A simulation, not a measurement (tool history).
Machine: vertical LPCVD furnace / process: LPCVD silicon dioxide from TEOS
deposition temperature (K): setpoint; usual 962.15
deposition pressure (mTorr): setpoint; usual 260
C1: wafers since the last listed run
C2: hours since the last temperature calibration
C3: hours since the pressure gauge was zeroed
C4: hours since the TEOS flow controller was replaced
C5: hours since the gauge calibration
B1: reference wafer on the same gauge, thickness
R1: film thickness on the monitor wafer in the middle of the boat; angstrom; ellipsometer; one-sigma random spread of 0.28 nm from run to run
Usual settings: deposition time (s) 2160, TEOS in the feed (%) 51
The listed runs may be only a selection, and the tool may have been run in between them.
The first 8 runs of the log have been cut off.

{"run": 9, "hour": 86.8, "deposition temperature (K)": 954.15, "deposition pressure (mTorr)": 260, "deposition time (s)": 2160, "TEOS in the feed (%)": 51, "C1": 96, "C2": 2940.2, "C3": 2610.3, "C4": 28.1, "C5": 79.3, "B1": 146.96, "R1": 1676.4}
{"run": 10, "hour": 95.0, "deposition temperature (K)": 962.15, "deposition pressure (mTorr)": 260, "deposition time (s)": 2520, "TEOS in the feed (%)": 51, "C1": 82, "C2": 2948.4, "C3": 2618.5, "C4": 36.3, "C5": 87.5, "B1": 146.99, "R1": 2362.2}
{"run": 11, "hour": 102.1, "deposition temperature (K)": 962.15, "deposition pressure (mTorr)": 260, "deposition time (s)": 2160, "TEOS in the feed (%)": 51, "C1": 71, "C2": 2955.5, "C3": 2625.6, "C4": 43.4, "C5": 94.6, "B1": 147.05, "R1": 2025.4}
{"run": 12, "hour": 136.7, "deposition temperature (K)": 962.15, "deposition pressure (mTorr)": 275, "deposition time (s)": 1470, "TEOS in the feed (%)": 51, "C1": 347, "C2": 2990.1, "C3": 2660.2, "C4": 78.0, "C5": 129.2, "B1": 147.01, "R1": 1416.3}
{"hour": 165.8, "done": "thermocouples replaced and temperature profile calibrated"}
{"run": 13, "hour": 166.3, "deposition temperature (K)": 962.15, "deposition pressure (mTorr)": 225, "deposition time (s)": 2730, "TEOS in the feed (%)": 51, "C1": 56, "C2": 0.5, "C3": 2689.8, "C4": 107.6, "C5": 158.8, "B1": 147.01, "R1": 2221.6}
{"run": 14, "hour": 170.2, "deposition temperature (K)": 958.15, "deposition pressure (mTorr)": 260, "deposition time (s)": 2160, "TEOS in the feed (%)": 51, "C1": 39, "C2": 4.4, "C3": 2693.7, "C4": 111.5, "C5": 162.7, "B1": 146.99, "R1": 1711.2}
{"run": 15, "hour": 174.6, "deposition temperature (K)": 972.15, "deposition pressure (mTorr)": 260, "deposition time (s)": 2160, "TEOS in the feed (%)": 55, "C1": 44, "C2": 8.8, "C3": 2698.1, "C4": 115.9, "C5": 167.1, "B1": 147.02, "R1": 2480.2}
{"run": 16, "hour": 182.3, "deposition temperature (K)": 951.15, "deposition pressure (mTorr)": 260, "deposition time (s)": 2460, "TEOS in the feed (%)": 57, "C1": 77, "C2": 16.5, "C3": 2705.8, "C4": 123.6, "C5": 174.8, "B1": 146.98, "R1": 1741.1}
{"run": 17, "hour": 214.2, "deposition temperature (K)": 962.15, "deposition pressure (mTorr)": 305, "deposition time (s)": 2790, "TEOS in the feed (%)": 56, "C1": 320, "C2": 48.4, "C3": 2737.7, "C4": 155.5, "C5": 206.7, "B1": 146.95, "R1": 2756.4}
{"hour": 245.5, "done": "gauge calibrated"}
{"hour": 246.4, "done": "pressure gauge zeroed"}
{"run": 18, "hour": 246.9, "deposition temperature (K)": 962.15, "deposition pressure (mTorr)": 260, "deposition time (s)": 2160, "TEOS in the feed (%)": 51, "C1": 87, "C2": 81.1, "C3": 0.5, "C4": 188.2, "C5": 1.4, "B1": 147.01, "R1": 1847.9}
{"run": 19, "hour": 254.9, "deposition temperature (K)": 962.15, "deposition pressure (mTorr)": 225, "deposition time (s)": 2730, "TEOS in the feed (%)": 51, "C1": 80, "C2": 89.1, "C3": 8.5, "C4": 196.2, "C5": 9.4, "B1": 147.01, "R1": 2179.8}
{"run": 20, "hour": 268.7, "deposition temperature (K)": 962.15, "deposition pressure (mTorr)": 280, "deposition time (s)": 2160, "TEOS in the feed (%)": 59, "C1": 138, "C2": 102.9, "C3": 22.3, "C4": 210.0, "C5": 23.2, "B1": 147.01, "R1": 2070.4}
{"run": 21, "hour": 285.2, "deposition temperature (K)": 962.15, "deposition pressure (mTorr)": 260, "deposition time (s)": 2160, "TEOS in the feed (%)": 51, "C1": 165, "C2": 119.4, "C3": 38.8, "C4": 226.5, "C5": 39.7, "B1": 147.0, "R1": 1852.2}
{"run": 22, "hour": 294.8, "deposition temperature (K)": 962.15, "deposition pressure (mTorr)": 260, "deposition time (s)": 2520, "TEOS in the feed (%)": 54, "C1": 96, "C2": 129.0, "C3": 48.4, "C4": 236.1, "C5": 49.3, "B1": 146.99, "R1": 2227.6}
{"run": 23, "hour": 302.5, "deposition temperature (K)": 962.15, "deposition pressure (mTorr)": 260, "deposition time (s)": 2880, "TEOS in the feed (%)": 51, "C1": 77, "C2": 136.7, "C3": 56.1, "C4": 243.8, "C5": 57.0, "B1": 147.0, "R1": 2476.8}
{"run": 24, "hour": 312.2, "deposition temperature (K)": 957.15, "deposition pressure (mTorr)": 260, "deposition time (s)": 2520, "TEOS in the feed (%)": 51, "C1": 97, "C2": 146.4, "C3": 65.8, "C4": 253.5, "C5": 66.7, "B1": 147.02, "R1": 1916.6}
{"run": 25, "hour": 326.0, "deposition temperature (K)": 962.15, "deposition pressure (mTorr)": 260, "deposition time (s)": 1830, "TEOS in the feed (%)": 51, "C1": 138, "C2": 160.2, "C3": 79.6, "C4": 267.3, "C5": 80.5, "B1": 146.96, "R1": 1570.8}
{"run": 26, "hour": 333.0, "deposition temperature (K)": 969.15, "deposition pressure (mTorr)": 240, "deposition time (s)": 1860, "TEOS in the feed (%)": 51, "C1": 70, "C2": 167.2, "C3": 86.6, "C4": 274.3, "C5": 87.5, "B1": 146.91, "R1": 1812.6}
{"run": 27, "hour": 341.9, "deposition temperature (K)": 962.15, "deposition pressure (mTorr)": 260, "deposition time (s)": 2160, "TEOS in the feed (%)": 51, "C1": 89, "C2": 176.1, "C3": 95.5, "C4": 283.2, "C5": 96.4, "B1": 146.97, "R1": 1858.3}
{"run": 28, "hour": 349.6, "deposition temperature (K)": 962.15, "deposition pressure (mTorr)": 260, "deposition time (s)": 2160, "TEOS in the feed (%)": 51, "C1": 77, "C2": 183.8, "C3": 103.2, "C4": 290.9, "C5": 104.1, "B1": 146.98, "R1": 1856.3}
{"run": 29, "hour": 356.8, "deposition temperature (K)": 962.15, "deposition pressure (mTorr)": 260, "deposition time (s)": 2160, "TEOS in the feed (%)": 51, "C1": 72, "C2": 191.0, "C3": 110.4, "C4": 298.1, "C5": 111.3, "B1": 147.07, "R1": 1858.1}
{"run": 30, "hour": 363.0, "deposition temperature (K)": 973.15, "deposition pressure (mTorr)": 290, "deposition time (s)": 1590, "TEOS in the feed (%)": 44, "C1": 62, "C2": 197.2, "C3": 116.6, "C4": 304.3, "C5": 117.5, "B1": 146.96, "R1": 1737.7}
{"run": 31, "hour": 379.3, "deposition temperature (K)": 962.15, "deposition pressure (mTorr)": 260, "deposition time (s)": 2160, "TEOS in the feed (%)": 51, "C1": 163, "C2": 213.5, "C3": 132.9, "C4": 320.6, "C5": 133.8, "B1": 147.04, "R1": 1863.1}
{"run": 32, "hour": 393.9, "deposition temperature (K)": 966.15, "deposition pressure (mTorr)": 230, "deposition time (s)": 2160, "TEOS in the feed (%)": 51, "C1": 146, "C2": 228.1, "C3": 147.5, "C4": 335.2, "C5": 148.4, "B1": 146.96, "R1": 1921.1}

What if the next run were any one of these 3? Each begins from the tool's condition after run 32:
{"run": "A", "hour": 397.9, "deposition temperature (K)": 972.15, "deposition pressure (mTorr)": 260, "deposition time (s)": 2160, "TEOS in the feed (%)": 51, "C1": 40, "C2": 232.1, "C3": 151.5, "C4": 339.2, "C5": 152.4, "B1": "?", "R1": "?"}
{"run": "B", "hour": 397.9, "deposition temperature (K)": 968.15, "deposition pressure (mTorr)": 290, "deposition time (s)": 1860, "TEOS in the feed (%)": 44, "C1": 40, "C2": 232.1, "C3": 151.5, "C4": 339.2, "C5": 152.4, "B1": "?", "R1": "?"}
{"run": "C", "hour": 397.9, "deposition temperature (K)": 962.15, "deposition pressure (mTorr)": 235, "deposition time (s)": 1560, "TEOS in the feed (%)": 51, "C1": 40, "C2": 232.1, "C3": 151.5, "C4": 339.2, "C5": 152.4, "B1": "?", "R1": "?"}

run=A B1=146.99 R1=2361.2
run=B B1=146.99 R1=1815.3
run=C B1=146.99 R1=1282.1
Take away the tool's hidden state, keep each run's random variation, and the runs would have read:
run=A R1=2329.8
run=B R1=1792.1
run=C R1=1264.0

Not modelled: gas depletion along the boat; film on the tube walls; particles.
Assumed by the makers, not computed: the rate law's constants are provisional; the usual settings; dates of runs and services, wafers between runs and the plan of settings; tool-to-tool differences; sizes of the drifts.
